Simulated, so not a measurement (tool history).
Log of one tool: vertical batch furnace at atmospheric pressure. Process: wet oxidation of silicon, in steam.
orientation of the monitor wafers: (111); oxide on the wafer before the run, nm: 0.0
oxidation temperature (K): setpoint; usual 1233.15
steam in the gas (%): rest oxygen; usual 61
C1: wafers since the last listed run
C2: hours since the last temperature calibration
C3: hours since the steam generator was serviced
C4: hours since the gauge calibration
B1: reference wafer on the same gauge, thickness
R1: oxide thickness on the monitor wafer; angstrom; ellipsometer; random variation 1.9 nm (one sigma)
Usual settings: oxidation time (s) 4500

Run 1, hour 0.0: usual settings but oxidation time (s) 3990; C1 0; C2 4605.7; C3 1306.3; C4 39.4; B1 368.45. Result: R1 3150.6 angstrom.
Run 2, hour 11.9: usual settings but oxidation time (s) 3990; C1 182; C2 4617.6; C3 1318.2; C4 51.3; B1 369.33. Result: R1 3193.4 angstrom.
Run 3, hour 25.0: usual settings but oxidation time (s) 3990; C1 200; C2 4630.7; C3 1331.3; C4 64.4; B1 368.82. Result: R1 3141.5 angstrom.
Run 4, hour 37.2: usual settings but steam in the gas (%) 70; C1 186; C2 4642.9; C3 1343.5; C4 76.6; B1 368.33. Result: R1 3794.6 angstrom.
Run 5, hour 46.9: usual settings but oxidation time (s) 4980; C1 148; C2 4652.6; C3 1353.2; C4 86.3; B1 369.80. Result: R1 3699.8 angstrom.
At hour 88.5: thermocouples replaced and temperature profile calibrated.
At hour 99.0: steam generator serviced.
Run 6, hour 99.5: usual settings but oxidation temperature (K) 1250.15, steam in the gas (%) 54; C1 277; C2 11.0; C3 0.5; C4 138.9; B1 369.05. Result: R1 3564.4 angstrom.
Run 7, hour 104.1: usual settings but oxidation temperature (K) 1250.15, steam in the gas (%) 54; C1 70; C2 15.6; C3 5.1; C4 143.5; B1 369.72. Result: R1 3605.4 angstrom.
At hour 113.7: gauge calibrated.
Run 8, hour 117.3: usual settings; C1 202; C2 28.8; C3 18.3; C4 3.6; B1 368.92. Result: R1 3450.2 angstrom.
Run 9, hour 173.9: usual settings; C1 866; C2 85.4; C3 74.9; C4 60.2; B1 368.53. Result: R1 3459.9 angstrom.
Run 10, hour 181.3: usual settings but oxidation temperature (K) 1258.15; C1 113; C2 92.8; C3 82.3; C4 67.6; B1 368.82. Result: R1 4138.6 angstrom.
Run 11, hour 187.8: usual settings but oxidation time (s) 5610; C1 99; C2 99.3; C3 88.8; C4 74.1; B1 369.03. Result: R1 3995.8 angstrom.
Run 12, hour 201.1: usual settings but oxidation temperature (K) 1213.15, oxidation time (s) 5280, steam in the gas (%) 71; C1 203; C2 112.6; C3 102.1; C4 87.4; B1 369.05. Result: R1 3648.2 angstrom.
Run 13, hour 211.9: usual settings but oxidation temperature (K) 1256.15, oxidation time (s) 2400, steam in the gas (%) 67; C1 165; C2 123.4; C3 112.9; C4 98.2; B1 369.00. Result: R1 2811.8 angstrom.
Run 14, hour 218.4: usual settings; C1 99; C2 129.9; C3 119.4; C4 104.7; B1 369.11. Result: R1 3450.8 angstrom.
Run 15, hour 225.7: usual settings but oxidation temperature (K) 1242.15, oxidation time (s) 5790, steam in the gas (%) 54; C1 111; C2 137.2; C3 126.7; C4 112.0; B1 368.45. Result: R1 4042.9 angstrom.
Run 16, hour 242.1: usual settings but oxidation temperature (K) 1215.15, oxidation time (s) 3450; C1 251; C2 153.6; C3 143.1; C4 128.4; B1 369.16. Result: R1 2443.6 angstrom.
Run 17, hour 249.5: usual settings; C1 113; C2 161.0; C3 150.5; C4 135.8; B1 368.71. Result: R1 3426.3 angstrom.
Run 18, hour 263.7: usual settings; C1 217; C2 175.2; C3 164.7; C4 150.0; B1 368.69. Result: R1 3442.3 angstrom.

What the log doesn't show, run by run:
true tube temperature minus thermocouple reading, K: 0 in every run
steam share off its setpoint, % of the setpoint: 0 in every run
gauge reads high (%): 0 in every run

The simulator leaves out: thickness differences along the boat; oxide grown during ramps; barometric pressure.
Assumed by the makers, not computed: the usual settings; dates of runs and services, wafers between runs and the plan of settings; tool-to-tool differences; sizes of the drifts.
